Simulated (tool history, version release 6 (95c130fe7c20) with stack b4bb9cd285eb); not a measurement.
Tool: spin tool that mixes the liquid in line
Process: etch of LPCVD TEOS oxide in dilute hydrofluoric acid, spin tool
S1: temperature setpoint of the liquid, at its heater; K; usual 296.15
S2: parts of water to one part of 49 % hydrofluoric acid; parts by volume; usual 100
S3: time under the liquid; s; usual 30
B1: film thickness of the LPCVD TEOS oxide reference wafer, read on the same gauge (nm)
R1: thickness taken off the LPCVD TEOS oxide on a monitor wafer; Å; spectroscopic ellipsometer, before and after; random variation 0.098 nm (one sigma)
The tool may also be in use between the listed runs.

| run | hour | S1 | S2 | S3 | B1 | R1 |
|---|---|---|---|---|---|---|
| 1 | 0 | 296.15 | 100 | 30 | 49.99 | 158.4 |
| 2 | 49.5 | 296.15 | 100 | 20 | 49.98 | 105.6 |
| 3 | 112.1 | 296.15 | 100 | 20 | 50.01 | 105.6 |
| 4 | 174.1 | 296.15 | 100 | 20 | 49.99 | 105.5 |
| 5 | 228.4 | 295.15 | 100 | 30 | 50.01 | 152.3 |
| 6 | 268.9 | 295.15 | 100 | 30 | 49.99 | 152.3 |
| 7 | 318.5 | 295.15 | 100 | 30 | 50 | 153.6 |
| 8 | 367 | 296.15 | 100 | 30 | 50.02 | 157.9 |
| 9 | 416.7 | 296.15 | 100 | 30 | 50.01 | 159.2 |
| 10 | 450.5 | 296.15 | 100 | 30 | 49.99 | 158.8 |
| 11 | 505.8 | 294.65 | 100 | 30 | 49.99 | 148.1 |
| 12 | 560.4 | 296.15 | 60 | 30 | 50.03 | 280.1 |
|  | 584.2 | gauge calibrated |
| 13 | 617.1 | 296.15 | 100 | 45 | 49.98 | 236.7 |
| 14 | 644.7 | 296.15 | 100 | 30 | 50 | 157.4 |
| 15 | 713.3 | 296.15 | 100 | 30 | 50.01 | 159.2 |
| 16 | 916.4 | 296.15 | 100 | 30 | 49.99 | 159.2 |
|  | 939.6 | hydrofluoric acid flow meter replaced |
|  | 1053.4 | thermometer replaced |
| 17 | 1117.5 | 296.15 | 65 | 30 | 50 | 257.3 |
| 18 | 1162.1 | 292.15 | 70 | 20 | 50.01 | 134 |
| 19 | 1191.6 | 296.15 | 100 | 30 | 49.99 | 158.2 |
| 20 | 1222 | 296.15 | 100 | 30 | 50.01 | 158.8 |
| 21 | 1267.1 | 296.15 | 100 | 30 | 50 | 158.3 |
| 22 | 1317.7 | 296.15 | 100 | 45 | 50.01 | 239.1 |
| 23 | 1379.8 | 296.15 | 100 | 15 | 49.99 | 79.9 |
| 24 | 1449.9 | 296.15 | 75 | 30 | 50.03 | 219 |
| 25 | 1499.4 | 291.15 | 100 | 30 | 49.99 | 129.7 |
| 26 | 1558.9 | 297.65 | 100 | 30 | 49.99 | 168.3 |
| 27 | 1602.7 | 296.15 | 100 | 30 | 49.98 | 156.9 |
|  | 1614.8 | gauge calibrated |
| 28 | 1662.9 | 296.15 | 145 | 25 | 49.99 | 85.5 |
| 29 | 1702.3 | 297.65 | 145 | 15 | 50.02 | 55 |
| 30 | 1730.4 | 296.15 | 100 | 30 | 50.01 | 158.9 |
| 31 | 1799.2 | 296.15 | 100 | 30 | 49.99 | 158 |
| 32 | 1830.5 | 293.65 | 120 | 45 | 50 | 176.3 |
| 33 | 1889.3 | 294.65 | 125 | 30 | 50 | 115.7 |

Forecast each of these 4 alternatives for the next run:
| A | 1889.7 | 296.15 | 100 | 40 | ? | ? |
| B | 1889.7 | 296.15 | 120 | 15 | ? | ? |
| C | 1889.7 | 299.65 | 100 | 50 | ? | ? |
| D | 1889.7 | 296.15 | 135 | 45 | ? | ? |

| run | B1 | R1 |
|---|---|---|
| A | 50.02 | 211.8 |
| B | 50.02 | 64.6 |
| C | 50.02 | 303.8 |
| D | 50.02 | 169.4 |
Without the tool's hidden state the same runs would have given:
| run | R1 |
|---|---|
| A | 211.8 |
| B | 64.6 |
| C | 303.8 |
| D | 169.4 |
